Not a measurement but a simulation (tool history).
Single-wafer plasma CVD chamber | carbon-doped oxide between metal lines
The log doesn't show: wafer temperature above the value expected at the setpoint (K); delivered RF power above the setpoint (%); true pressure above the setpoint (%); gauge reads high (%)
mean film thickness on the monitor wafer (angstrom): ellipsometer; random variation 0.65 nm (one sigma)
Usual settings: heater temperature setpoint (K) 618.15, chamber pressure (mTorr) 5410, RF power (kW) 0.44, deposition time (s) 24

run,hour,heater temperature setpoint (K),chamber pressure (mTorr),RF power (kW),deposition time (s),wafers since the last listed run,hours since the last thermocouple change,hours since the last RF generator calibration,hours since the last manometer calibration,hours since the showerhead was replaced,hours since the gauge calibration,"read-back reference wafer on the same gauge, thickness_nm",mean film thickness on the monitor wafer (angstrom)
1,0,618.15,5410,0.51,24,0,2129.7,923.1,712.2,5468.6,503.9,117.009,1302.95
2,32.8,618.15,5410,0.44,24,781,2162.5,955.9,745,5501.4,536.7,117.113,1169.39
# hour 57.9: gauge calibrated
3,137.6,618.15,5410,0.44,24,2497,2267.3,1060.7,849.8,5606.2,79.7,117.004,1167.82
4,164.9,618.15,5410,0.485,24,650,2294.6,1088,877.1,5633.5,107,116.916,1245.74
5,227.8,618.15,5410,0.485,24,1498,2357.5,1150.9,940,5696.4,169.9,116.979,1249.05
6,243,618.15,5410,0.485,24,362,2372.7,1166.1,955.2,5711.6,185.1,117.025,1245.3
7,265.2,618.15,5410,0.44,24,529,2394.9,1188.3,977.4,5733.8,207.3,116.904,1162.45
8,291.1,618.15,5410,0.44,24,617,2420.8,1214.2,1003.3,5759.7,233.2,117.032,1159.35
9,303.6,618.15,5410,0.44,24,297,2433.3,1226.7,1015.8,5772.2,245.7,117.049,1156.01
10,319.6,618.15,5410,0.44,24,381,2449.3,1242.7,1031.8,5788.2,261.7,117.059,1152.47
11,343.1,618.15,5410,0.44,24,560,2472.8,1266.2,1055.3,5811.7,285.2,116.949,1158.24
# hour 364.8: capacitance manometer re-zeroed and calibrated
12,366.4,618.15,5410,0.44,24,364,2496.1,1289.5,1.6,5835,308.5,116.927,1152.77
13,380.3,618.15,5410,0.44,24,331,2510,1303.4,15.5,5848.9,322.4,117.002,1146.19
14,402.8,618.15,5410,0.51,24,536,2532.5,1325.9,38,5871.4,344.9,117.051,1286.4
15,426.4,618.15,5410,0.44,27,562,2556.1,1349.5,61.6,5895,368.5,116.973,1293.79
16,448,618.15,5410,0.485,24,514,2577.7,1371.1,83.2,5916.6,390.1,117.071,1238.31
17,477.8,618.15,4950,0.36,26.4,710,2607.5,1400.9,113,5946.4,419.9,116.887,1054.62
# hour 501.4: showerhead replaced
# hour 511.4: gauge calibrated
# hour 537.7: RF generator calibrated
18,544.4,618.15,4900,0.49,22.1,1205,2674.1,6.7,179.6,43,33,117.121,1180.69
19,566.6,618.15,5410,0.36,24,529,2696.3,28.9,201.8,65.2,55.2,117.054,1019.6
# hour 585.3: thermocouple changed; heater temperature recalibrated
20,586.4,618.15,5410,0.44,24,281,1.1,48.7,221.6,85,75,117.036,1194.1
21,611,627.15,5410,0.525,20.1,586,25.7,73.3,246.2,109.6,99.6,117.051,1117.74
22,626.6,628.15,5410,0.44,22.3,371,41.3,88.9,261.8,125.2,115.2,116.896,1085.44
23,662.5,618.15,4950,0.36,26.4,855,77.2,124.8,297.7,161.1,151.1,117.061,1085.57
24,680.5,618.15,5410,0.44,20.8,428,95.2,142.8,315.7,179.1,169.1,116.964,1045.4
25,715.1,618.15,5410,0.44,24,824,129.8,177.4,350.3,213.7,203.7,116.987,1199.82
26,731.4,618.15,5410,0.44,21.3,388,146.1,193.7,366.6,230,220,117.092,1066.04
27,762,623.15,5920,0.44,24,729,176.7,224.3,397.2,260.6,250.6,116.996,1190.67

5 ways to go on from here, each from the tool as it stands after run 27. What would each give?
A,762.4,618.15,4200,0.44,24,9,177.1,224.7,397.6,261,251,?,?
B,762.4,618.15,5790,0.44,24,9,177.1,224.7,397.6,261,251,?,?
C,762.4,632.15,5410,0.515,24,9,177.1,224.7,397.6,261,251,?,?
D,762.4,626.15,5410,0.44,24,9,177.1,224.7,397.6,261,251,?,?
E,762.4,618.15,5410,0.44,22.4,9,177.1,224.7,397.6,261,251,?,?

run,"read-back reference wafer on the same gauge, thickness_nm",mean film thickness on the monitor wafer (angstrom)
A,117.021,1145.13
B,117.021,1201.78
C,117.021,1291.58
D,117.021,1167.54
E,117.021,1113.39
Without the tool's hidden state the same runs would have given:
run,mean film thickness on the monitor wafer (angstrom)
A,1176.55
B,1234.76
C,1321.56
D,1199.57
E,1143.94
